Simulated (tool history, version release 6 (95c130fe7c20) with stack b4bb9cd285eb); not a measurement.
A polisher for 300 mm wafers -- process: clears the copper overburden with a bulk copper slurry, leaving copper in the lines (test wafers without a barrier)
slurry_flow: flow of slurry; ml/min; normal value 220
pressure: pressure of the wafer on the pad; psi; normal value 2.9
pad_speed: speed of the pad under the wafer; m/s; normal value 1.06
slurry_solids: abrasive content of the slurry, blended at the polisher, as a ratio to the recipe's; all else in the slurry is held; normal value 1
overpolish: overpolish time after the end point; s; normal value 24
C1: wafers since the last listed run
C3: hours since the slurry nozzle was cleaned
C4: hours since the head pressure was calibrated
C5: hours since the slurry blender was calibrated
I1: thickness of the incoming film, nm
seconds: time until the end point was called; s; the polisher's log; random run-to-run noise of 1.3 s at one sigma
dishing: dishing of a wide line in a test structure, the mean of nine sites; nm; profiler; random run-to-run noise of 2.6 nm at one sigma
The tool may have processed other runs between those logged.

run 1 hour=0 | slurry_flow=220 pressure=2.9 pad_speed=1.06 slurry_solids=1 overpolish=24 | C1=0 wafers_polished_on_this_pad=1665 C3=333.5 C4=1176.4 C5=161.4 | I1=911 | seconds=93.4 dishing=99.5
-- hour=7.2 slurry blender recalibrated
-- hour=43.5 worn pad replaced by a new one
run 2 hour=103.9 | slurry_flow=220 pressure=3.3 pad_speed=1.06 slurry_solids=1 overpolish=24 | C1=941 wafers_polished_on_this_pad=580 C3=437.4 C4=1280.3 C5=96.7 | I1=895.3 | seconds=82.5 dishing=111.2
-- hour=145.5 slurry nozzle cleaned
run 3 hour=152 | slurry_flow=240 pressure=2.9 pad_speed=1.06 slurry_solids=0.8 overpolish=24 | C1=452 wafers_polished_on_this_pad=1033 C3=6.5 C4=1328.4 C5=144.8 | I1=893.3 | seconds=99.1 dishing=96.2
-- hour=181.1 slurry blender recalibrated
-- hour=216.1 worn pad replaced by a new one
run 4 hour=216.6 | slurry_flow=220 pressure=2.9 pad_speed=1.06 slurry_solids=1 overpolish=24 | C1=563 wafers_polished_on_this_pad=4 C3=71.1 C4=1393 C5=35.5 | I1=897 | seconds=94 dishing=95.1
run 5 hour=268.5 | slurry_flow=220 pressure=2.9 pad_speed=1.06 slurry_solids=1 overpolish=24 | C1=498 wafers_polished_on_this_pad=503 C3=123 C4=1444.9 C5=87.4 | I1=903.1 | seconds=97.8 dishing=102.6
run 6 hour=306.7 | slurry_flow=220 pressure=2.9 pad_speed=1.06 slurry_solids=1 overpolish=24 | C1=367 wafers_polished_on_this_pad=871 C3=161.2 C4=1483.1 C5=125.6 | I1=902 | seconds=96.1 dishing=102.2
-- hour=365.4 head pressure recalibrated
-- hour=382.3 slurry blender recalibrated
-- hour=385.2 worn pad replaced by a new one, of another model than before
run 7 hour=405.4 | slurry_flow=220 pressure=2.9 pad_speed=1.06 slurry_solids=1 overpolish=24 | C1=882 wafers_polished_on_this_pad=194 C3=259.9 C4=40 C5=23.1 | I1=915.3 | seconds=85.4 dishing=106.9
run 8 hour=464 | slurry_flow=220 pressure=2.9 pad_speed=1.06 slurry_solids=1 overpolish=24 | C1=563 wafers_polished_on_this_pad=757 C3=318.5 C4=98.6 C5=81.7 | I1=913.9 | seconds=84.8 dishing=108.8
run 9 hour=517.8 | slurry_flow=220 pressure=2.9 pad_speed=0.8 slurry_solids=1 overpolish=24 | C1=517 wafers_polished_on_this_pad=1274 C3=372.3 C4=152.4 C5=135.5 | I1=898.9 | seconds=115.4 dishing=91
run 10 hour=561.4 | slurry_flow=220 pressure=2.9 pad_speed=1.06 slurry_solids=1 overpolish=24 | C1=419 wafers_polished_on_this_pad=1693 C3=415.9 C4=196 C5=179.1 | I1=882.5 | seconds=84.7 dishing=104.6
-- hour=568.1 slurry blender recalibrated
-- hour=597.7 slurry nozzle cleaned
-- hour=599.8 worn pad replaced by a new one
run 11 hour=636.6 | slurry_flow=220 pressure=2.9 pad_speed=1.06 slurry_solids=1.15 overpolish=24 | C1=674 wafers_polished_on_this_pad=354 C3=38.9 C4=271.2 C5=68.5 | I1=906.3 | seconds=86.1 dishing=101.1
run 12 hour=682.7 | slurry_flow=220 pressure=2.9 pad_speed=1.06 slurry_solids=1 overpolish=24 | C1=443 wafers_polished_on_this_pad=797 C3=85 C4=317.3 C5=114.6 | I1=908.6 | seconds=87 dishing=104.9
-- hour=743.7 slurry blender recalibrated
run 13 hour=783 | slurry_flow=290 pressure=2.9 pad_speed=1.06 slurry_solids=1 overpolish=31 | C1=945 wafers_polished_on_this_pad=1742 C3=185.3 C4=417.6 C5=39.3 | I1=912 | seconds=87.2 dishing=119.2
-- hour=822.5 worn pad replaced by a new one
run 14 hour=869.7 | slurry_flow=220 pressure=2 pad_speed=1.06 slurry_solids=1 overpolish=24 | C1=795 wafers_polished_on_this_pad=453 C3=272 C4=504.3 C5=126 | I1=905.9 | seconds=111 dishing=88.8
run 15 hour=909.1 | slurry_flow=265 pressure=2.9 pad_speed=1.06 slurry_solids=0.9 overpolish=28 | C1=378 wafers_polished_on_this_pad=832 C3=311.4 C4=543.7 C5=165.4 | I1=891.6 | seconds=88.3 dishing=109.2
-- hour=960.5 slurry blender recalibrated
run 16 hour=974.2 | slurry_flow=255 pressure=2.9 pad_speed=1.06 slurry_solids=1 overpolish=15 | C1=606 wafers_polished_on_this_pad=1439 C3=376.5 C4=608.8 C5=13.7 | I1=893.4 | seconds=88.5 dishing=78.2

Selected run-to-run steps in seconds, each split into two signed amounts: the part the tool would show with no hidden state at all (from settings, incoming material and random variation), and the remainder, which goes to the hidden state together with any gauge scatter not common to the measured and the hidden-state-free results:
The tool's hidden condition here consists of: removal rate lost through wear of the pad, %; slurry flow missing at the pad, %; deviation of the head's pressure from its setpoint, %; abrasive missing from the slurry, %.
Run 6 -> 7: head pressure recalibrated, slurry blender recalibrated, worn pad replaced by a new one, of another model than before. seconds -10.7 s: hidden state -10.6, all else -0.1.
Run 9 -> 10: pad_speed 0.8 -> 1.06. seconds -30.7 s: hidden state +0, all else -30.7.
